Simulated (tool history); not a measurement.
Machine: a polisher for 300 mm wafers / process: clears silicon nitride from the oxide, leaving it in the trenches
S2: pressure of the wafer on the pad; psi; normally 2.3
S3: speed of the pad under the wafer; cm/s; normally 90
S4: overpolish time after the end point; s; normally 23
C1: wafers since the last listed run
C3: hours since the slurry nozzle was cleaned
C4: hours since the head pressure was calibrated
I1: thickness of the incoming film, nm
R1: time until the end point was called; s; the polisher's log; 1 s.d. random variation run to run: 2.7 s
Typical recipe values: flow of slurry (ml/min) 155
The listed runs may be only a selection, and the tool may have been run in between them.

run 1 hour=0 | flow_of_slurry_(ml/min)=155 S2=2.3 S3=90 S4=12 | C1=0 wafers_polished_on_this_pad=795 C3=485.5 C4=238.7 | I1=101.9 | R1=197.7
run 2 hour=77.5 | flow_of_slurry_(ml/min)=155 S2=2.3 S3=90 S4=23 | C1=722 wafers_polished_on_this_pad=1518 C3=563 C4=316.2 | I1=99.6 | R1=185.6
run 3 hour=144.2 | flow_of_slurry_(ml/min)=155 S2=2.3 S3=90 S4=23 | C1=622 wafers_polished_on_this_pad=2140 C3=629.7 C4=382.9 | I1=100.1 | R1=192.4
-- hour=179.5 slurry nozzle cleaned
run 4 hour=251.5 | flow_of_slurry_(ml/min)=155 S2=2.3 S3=90 S4=23 | C1=991 wafers_polished_on_this_pad=3132 C3=72 C4=490.2 | I1=98.1 | R1=187.3
run 5 hour=334.7 | flow_of_slurry_(ml/min)=155 S2=2.3 S3=90 S4=23 | C1=776 wafers_polished_on_this_pad=3908 C3=155.2 C4=573.4 | I1=100.5 | R1=198.3
run 6 hour=437.1 | flow_of_slurry_(ml/min)=155 S2=2.3 S3=90 S4=23 | C1=955 wafers_polished_on_this_pad=4863 C3=257.6 C4=675.8 | I1=99.3 | R1=208.5
run 7 hour=495.4 | flow_of_slurry_(ml/min)=155 S2=2.3 S3=90 S4=23 | C1=543 wafers_polished_on_this_pad=5407 C3=315.9 C4=734.1 | I1=100.4 | R1=207.4
-- hour=500.4 head pressure recalibrated
run 8 hour=572 | flow_of_slurry_(ml/min)=155 S2=2.3 S3=90 S4=23 | C1=695 wafers_polished_on_this_pad=6102 C3=392.5 C4=71.6 | I1=99.5 | R1=216.1
-- hour=626.2 worn pad replaced by a new one
run 9 hour=677.2 | flow_of_slurry_(ml/min)=155 S2=2.3 S3=104 S4=23 | C1=943 wafers_polished_on_this_pad=476 C3=497.7 C4=176.8 | I1=101.8 | R1=168.5
-- hour=736.7 slurry nozzle cleaned
run 10 hour=738.4 | flow_of_slurry_(ml/min)=155 S2=2.3 S3=104 S4=23 | C1=561 wafers_polished_on_this_pad=1037 C3=1.7 C4=238 | I1=101.1 | R1=170.7
run 11 hour=840.3 | flow_of_slurry_(ml/min)=155 S2=2.3 S3=104 S4=23 | C1=950 wafers_polished_on_this_pad=1988 C3=103.6 C4=339.9 | I1=100.6 | R1=171.5
run 12 hour=881 | flow_of_slurry_(ml/min)=155 S2=2.3 S3=90 S4=23 | C1=379 wafers_polished_on_this_pad=2367 C3=144.3 C4=380.6 | I1=99.5 | R1=189.7
run 13 hour=968.6 | flow_of_slurry_(ml/min)=155 S2=2.3 S3=90 S4=23 | C1=817 wafers_polished_on_this_pad=3184 C3=231.9 C4=468.2 | I1=100 | R1=197.7
run 14 hour=1054.3 | flow_of_slurry_(ml/min)=155 S2=2.7 S3=90 S4=23 | C1=799 wafers_polished_on_this_pad=3984 C3=317.6 C4=553.9 | I1=99.5 | R1=170.1
run 15 hour=1110.4 | flow_of_slurry_(ml/min)=155 S2=2.3 S3=90 S4=23 | C1=523 wafers_polished_on_this_pad=4507 C3=373.7 C4=610 | I1=101 | R1=206
run 16 hour=1188.1 | flow_of_slurry_(ml/min)=155 S2=3.1 S3=90 S4=23 | C1=724 wafers_polished_on_this_pad=5232 C3=451.4 C4=687.7 | I1=98.9 | R1=154.5
-- hour=1200.4 worn pad replaced by a new one
-- hour=1222.4 head pressure recalibrated
run 17 hour=1262.2 | flow_of_slurry_(ml/min)=155 S2=2.3 S3=64 S4=23 | C1=635 wafers_polished_on_this_pad=557 C3=525.5 C4=39.8 | I1=100.2 | R1=248.9
run 18 hour=1329.3 | flow_of_slurry_(ml/min)=155 S2=2.3 S3=90 S4=23 | C1=625 wafers_polished_on_this_pad=1183 C3=592.6 C4=106.9 | I1=100.1 | R1=188
run 19 hour=1393.5 | flow_of_slurry_(ml/min)=155 S2=2.3 S3=90 S4=12 | C1=598 wafers_polished_on_this_pad=1782 C3=656.8 C4=171.1 | I1=101.8 | R1=192.8
run 20 hour=1456.4 | flow_of_slurry_(ml/min)=155 S2=2.3 S3=90 S4=23 | C1=586 wafers_polished_on_this_pad=2369 C3=719.7 C4=234 | I1=100 | R1=190.5
-- hour=1466.7 slurry nozzle cleaned
run 21 hour=1564 | flow_of_slurry_(ml/min)=110 S2=3 S3=104 S4=32 | C1=994 wafers_polished_on_this_pad=3363 C3=97.3 C4=341.6 | I1=98.9 | R1=143.1
run 22 hour=1632.2 | flow_of_slurry_(ml/min)=155 S2=2.3 S3=66 S4=28 | C1=636 wafers_polished_on_this_pad=3999 C3=165.5 C4=409.8 | I1=99.7 | R1=248.5
run 23 hour=1677.4 | flow_of_slurry_(ml/min)=180 S2=2.3 S3=90 S4=23 | C1=421 wafers_polished_on_this_pad=4421 C3=210.7 C4=455 | I1=99 | R1=195.1
run 24 hour=1780.7 | flow_of_slurry_(ml/min)=155 S2=2.3 S3=90 S4=23 | C1=963 wafers_polished_on_this_pad=5385 C3=314 C4=558.3 | I1=101 | R1=204.8
run 25 hour=1819.6 | flow_of_slurry_(ml/min)=110 S2=2.3 S3=90 S4=11 | C1=362 wafers_polished_on_this_pad=5747 C3=352.9 C4=597.2 | I1=101.1 | R1=230.4
-- hour=1858.7 worn pad replaced by a new one
-- hour=1878.6 head pressure recalibrated
run 26 hour=2043.3 | flow_of_slurry_(ml/min)=155 S2=2.3 S3=72 S4=23 | C1=2030 wafers_polished_on_this_pad=1702 C3=576.6 C4=164.7 | I1=98 | R1=219
run 27 hour=2089.2 | flow_of_slurry_(ml/min)=185 S2=2.3 S3=90 S4=23 | C1=428 wafers_polished_on_this_pad=2131 C3=622.5 C4=210.6 | I1=100.3 | R1=185
run 28 hour=2142 | flow_of_slurry_(ml/min)=155 S2=2.3 S3=90 S4=23 | C1=492 wafers_polished_on_this_pad=2623 C3=675.3 C4=263.4 | I1=100.5 | R1=194.6
-- hour=2175.8 slurry nozzle cleaned
run 29 hour=2223 | flow_of_slurry_(ml/min)=155 S2=2.6 S3=68 S4=29 | C1=746 wafers_polished_on_this_pad=3369 C3=47.2 C4=344.4 | I1=98.3 | R1=209.8
run 30 hour=2295.5 | flow_of_slurry_(ml/min)=155 S2=2.7 S3=90 S4=36 | C1=676 wafers_polished_on_this_pad=4046 C3=119.7 C4=416.9 | I1=98.8 | R1=170.3
run 31 hour=2361.3 | flow_of_slurry_(ml/min)=110 S2=1.5 S3=90 S4=23 | C1=613 wafers_polished_on_this_pad=4659 C3=185.5 C4=482.7 | I1=99.1 | R1=327.2
-- hour=2435.9 worn pad replaced by a new one
run 32 hour=2469.2 | flow_of_slurry_(ml/min)=155 S2=2.3 S3=100 S4=32 | C1=969 wafers_polished_on_this_pad=310 C3=293.4 C4=590.6 | I1=100.9 | R1=178.7
run 33 hour=2571 | flow_of_slurry_(ml/min)=155 S2=2.8 S3=90 S4=23 | C1=949 wafers_polished_on_this_pad=1260 C3=395.2 C4=692.4 | I1=100.1 | R1=153.7
-- hour=2618.5 head pressure recalibrated
run 34 hour=2658.7 | flow_of_slurry_(ml/min)=125 S2=1.8 S3=64 S4=35 | C1=799 wafers_polished_on_this_pad=2059 C3=482.9 C4=40.2 | I1=101.1 | R1=332.2
run 35 hour=2722.8 | flow_of_slurry_(ml/min)=155 S2=2.3 S3=90 S4=23 | C1=597 wafers_polished_on_this_pad=2657 C3=547 C4=104.3 | I1=99.4 | R1=194
run 36 hour=2760.8 | flow_of_slurry_(ml/min)=135 S2=1.9 S3=90 S4=16 | C1=354 wafers_polished_on_this_pad=3012 C3=585 C4=142.3 | I1=101.2 | R1=244.2

Branching from run 36: 4 alternative next runs. What would each branch give?
run A hour=2761.3 | flow_of_slurry_(ml/min)=155 S2=2.3 S3=112 S4=23 | C1=4 wafers_polished_on_this_pad=3016 C3=585.5 C4=142.8 | I1=100 | R1=?
run B hour=2761.3 | flow_of_slurry_(ml/min)=130 S2=2.9 S3=64 S4=23 | C1=4 wafers_polished_on_this_pad=3016 C3=585.5 C4=142.8 | I1=100 | R1=?
run C hour=2761.3 | flow_of_slurry_(ml/min)=115 S2=1.6 S3=98 S4=23 | C1=4 wafers_polished_on_this_pad=3016 C3=585.5 C4=142.8 | I1=100 | R1=?
run D hour=2761.3 | flow_of_slurry_(ml/min)=155 S2=2.3 S3=100 S4=33 | C1=4 wafers_polished_on_this_pad=3016 C3=585.5 C4=142.8 | I1=100 | R1=?

run=A R1=160.4
run=B R1=201.5
run=C R1=273.1
run=D R1=175.6
With no hidden state in the tool, these same runs would have given:
run=A R1=153.5
run=B R1=192.8
run=C R1=261.3
run=D R1=168
